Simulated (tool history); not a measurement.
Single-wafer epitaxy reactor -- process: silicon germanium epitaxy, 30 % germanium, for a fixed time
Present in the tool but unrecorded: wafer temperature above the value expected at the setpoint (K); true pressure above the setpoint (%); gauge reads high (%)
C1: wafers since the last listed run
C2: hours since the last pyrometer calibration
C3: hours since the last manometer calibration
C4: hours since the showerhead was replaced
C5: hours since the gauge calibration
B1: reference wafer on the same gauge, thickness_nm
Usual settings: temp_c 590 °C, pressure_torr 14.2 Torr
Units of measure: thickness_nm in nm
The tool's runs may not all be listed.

run 1 day=0 | temp_c=590 pressure_torr=14.2 | C1=0 C2=960.9 C3=308 C4=2087.8 C5=441.1 | B1=45.183 | thickness_nm=41.978
-- day=1.088 pyrometer calibrated
run 2 day=4.362 | temp_c=590 pressure_torr=14.2 | C1=1448 C2=78.6 C3=412.7 C4=2192.5 C5=545.8 | B1=45.243 | thickness_nm=42.849
run 3 day=6.7 | temp_c=590 pressure_torr=12.6 | C1=840 C2=134.7 C3=468.8 C4=2248.6 C5=601.9 | B1=45.201 | thickness_nm=40.735
run 4 day=10.012 | temp_c=590 pressure_torr=12.6 | C1=1190 C2=214.2 C3=548.3 C4=2328.1 C5=681.4 | B1=45.175 | thickness_nm=41.244
run 5 day=13.175 | temp_c=590 pressure_torr=12.6 | C1=1136 C2=290.1 C3=624.2 C4=2404 C5=757.3 | B1=45.22 | thickness_nm=41.005
run 6 day=17.262 | temp_c=590 pressure_torr=14.2 | C1=1469 C2=388.2 C3=722.3 C4=2502.1 C5=855.4 | B1=45.201 | thickness_nm=42.505
run 7 day=21.367 | temp_c=590 pressure_torr=14.2 | C1=1475 C2=486.7 C3=820.8 C4=2600.6 C5=953.9 | B1=45.205 | thickness_nm=42.798
run 8 day=24.242 | temp_c=590 pressure_torr=14.2 | C1=1033 C2=555.7 C3=889.8 C4=2669.6 C5=1022.9 | B1=45.184 | thickness_nm=42.827
run 9 day=26.371 | temp_c=595 pressure_torr=14.2 | C1=765 C2=606.8 C3=940.9 C4=2720.7 C5=1074 | B1=45.171 | thickness_nm=46.573
run 10 day=37.533 | temp_c=595 pressure_torr=14.2 | C1=4011 C2=874.7 C3=1208.8 C4=2988.6 C5=1341.9 | B1=45.208 | thickness_nm=45.983
-- day=39.525 pyrometer calibrated
run 11 day=40.412 | temp_c=595 pressure_torr=14.2 | C1=915 C2=21.3 C3=1277.9 C4=3057.7 C5=1411 | B1=45.175 | thickness_nm=47.305
run 12 day=42.762 | temp_c=590 pressure_torr=14.2 | C1=844 C2=77.7 C3=1334.3 C4=3114.1 C5=1467.4 | B1=45.228 | thickness_nm=42.709
run 13 day=44.508 | temp_c=590 pressure_torr=14.2 | C1=627 C2=119.6 C3=1376.2 C4=3156 C5=1509.3 | B1=45.254 | thickness_nm=42.674
-- day=44.596 gauge calibrated
run 14 day=50.829 | temp_c=590 pressure_torr=14.2 | C1=2271 C2=271.3 C3=1527.9 C4=3307.7 C5=149.6 | B1=45.175 | thickness_nm=43.191
run 15 day=53.592 | temp_c=590 pressure_torr=14.2 | C1=992 C2=337.6 C3=1594.2 C4=3374 C5=215.9 | B1=45.202 | thickness_nm=43.192
run 16 day=57.854 | temp_c=590 pressure_torr=14.2 | C1=1532 C2=439.9 C3=1696.5 C4=3476.3 C5=318.2 | B1=45.177 | thickness_nm=42.827
run 17 day=59.525 | temp_c=590 pressure_torr=14.2 | C1=600 C2=480 C3=1736.6 C4=3516.4 C5=358.3 | B1=45.193 | thickness_nm=42.693
run 18 day=63.3 | temp_c=590 pressure_torr=14.2 | C1=1356 C2=570.6 C3=1827.2 C4=3607 C5=448.9 | B1=45.255 | thickness_nm=42.497
run 19 day=66.908 | temp_c=590 pressure_torr=14.2 | C1=1296 C2=657.2 C3=1913.8 C4=3693.6 C5=535.5 | B1=45.245 | thickness_nm=42.263
run 20 day=71.129 | temp_c=600 pressure_torr=13.1 | C1=1517 C2=758.5 C3=2015.1 C4=3794.9 C5=636.8 | B1=45.195 | thickness_nm=49.142
run 21 day=73.812 | temp_c=590 pressure_torr=10.8 | C1=964 C2=822.9 C3=2079.5 C4=3859.3 C5=701.2 | B1=45.216 | thickness_nm=38.307
run 22 day=77.242 | temp_c=590 pressure_torr=16.4 | C1=1232 C2=905.2 C3=2161.8 C4=3941.6 C5=783.5 | B1=45.161 | thickness_nm=43.581
run 23 day=80.817 | temp_c=578 pressure_torr=14.2 | C1=1284 C2=991 C3=2247.6 C4=4027.4 C5=869.3 | B1=45.156 | thickness_nm=32.824
-- day=81.617 pyrometer calibrated
-- day=84.262 showerhead replaced
-- day=86.925 capacitance manometer re-zeroed and calibrated
run 24 day=89.108 | temp_c=590 pressure_torr=14.2 | C1=2620 C2=179.8 C3=52.4 C4=116.3 C5=1068.3 | B1=45.226 | thickness_nm=42.857
run 25 day=93.288 | temp_c=602 pressure_torr=13.1 | C1=1502 C2=280.1 C3=152.7 C4=216.6 C5=1168.6 | B1=45.123 | thickness_nm=52.702
run 26 day=96.396 | temp_c=578 pressure_torr=11.4 | C1=1117 C2=354.7 C3=227.3 C4=291.2 C5=1243.2 | B1=45.168 | thickness_nm=31.635
run 27 day=98.496 | temp_c=578 pressure_torr=14.2 | C1=754 C2=405.1 C3=277.7 C4=341.6 C5=1293.6 | B1=45.254 | thickness_nm=33.886
run 28 day=102.475 | temp_c=594 pressure_torr=16.4 | C1=1430 C2=500.6 C3=373.2 C4=437.1 C5=1389.1 | B1=45.242 | thickness_nm=48.274
run 29 day=105.458 | temp_c=577 pressure_torr=12.5 | C1=1072 C2=572.2 C3=444.8 C4=508.7 C5=1460.7 | B1=45.18 | thickness_nm=31.653
run 30 day=107.725 | temp_c=590 pressure_torr=11.5 | C1=814 C2=626.6 C3=499.2 C4=563.1 C5=1515.1 | B1=45.207 | thickness_nm=39.503
run 31 day=111.858 | temp_c=577 pressure_torr=12.5 | C1=1485 C2=725.8 C3=598.4 C4=662.3 C5=1614.3 | B1=45.15 | thickness_nm=31.415
-- day=114.525 gauge calibrated
run 32 day=115.375 | temp_c=590 pressure_torr=14.2 | C1=1263 C2=810.2 C3=682.8 C4=746.7 C5=20.4 | B1=45.144 | thickness_nm=42.042
-- day=117.492 pyrometer calibrated
run 33 day=117.821 | temp_c=603 pressure_torr=16.5 | C1=759 C2=7.9 C3=741.5 C4=805.4 C5=79.1 | B1=45.209 | thickness_nm=57.581
run 34 day=120.146 | temp_c=595 pressure_torr=12.2 | C1=835 C2=63.7 C3=797.3 C4=861.2 C5=134.9 | B1=45.144 | thickness_nm=44.816
run 35 day=122.675 | temp_c=596 pressure_torr=11.1 | C1=909 C2=124.4 C3=858 C4=921.9 C5=195.6 | B1=45.206 | thickness_nm=44.041

Describe how what the log doesn't record of the tool's condition differs between the last listed run preceding each entry between runs and the first listed run following it.
From run 1 to run 2: pyrometer calibrated (day 1.088)
  wafer temperature above the value expected at the setpoint (K): -1.39 -> 0.0962
  measured value less the no-hidden-state value, thickness_nm: -1.12 -> +0.078 nm
From run 10 to run 11: pyrometer calibrated (day 39.525)
  wafer temperature above the value expected at the setpoint (K): -1.27 -> 0.116
  measured value less the no-hidden-state value, thickness_nm: -1.103 -> +0.102 nm
From run 13 to run 14: gauge calibrated (day 44.596)
  wafer temperature above the value expected at the setpoint (K): 0.0912 -> -0.0151
  measured value less the no-hidden-state value, thickness_nm: +0.074 -> -0.012 nm
From run 23 to run 24: pyrometer calibrated (day 81.617); showerhead replaced (day 84.262); capacitance manometer re-zeroed and calibrated (day 86.925)
  wafer temperature above the value expected at the setpoint (K): -1.64 -> 0.0967
  measured value less the no-hidden-state value, thickness_nm: -1.07 -> +0.079 nm
From run 31 to run 32: gauge calibrated (day 114.525)
  wafer temperature above the value expected at the setpoint (K): -0.79 -> -1.02
  measured value less the no-hidden-state value, thickness_nm: -0.488 -> -0.823 nm
From run 32 to run 33: pyrometer calibrated (day 117.492)
  wafer temperature above the value expected at the setpoint (K): -1.02 -> -0.179
  measured value less the no-hidden-state value, thickness_nm: -0.823 -> -0.189 nm
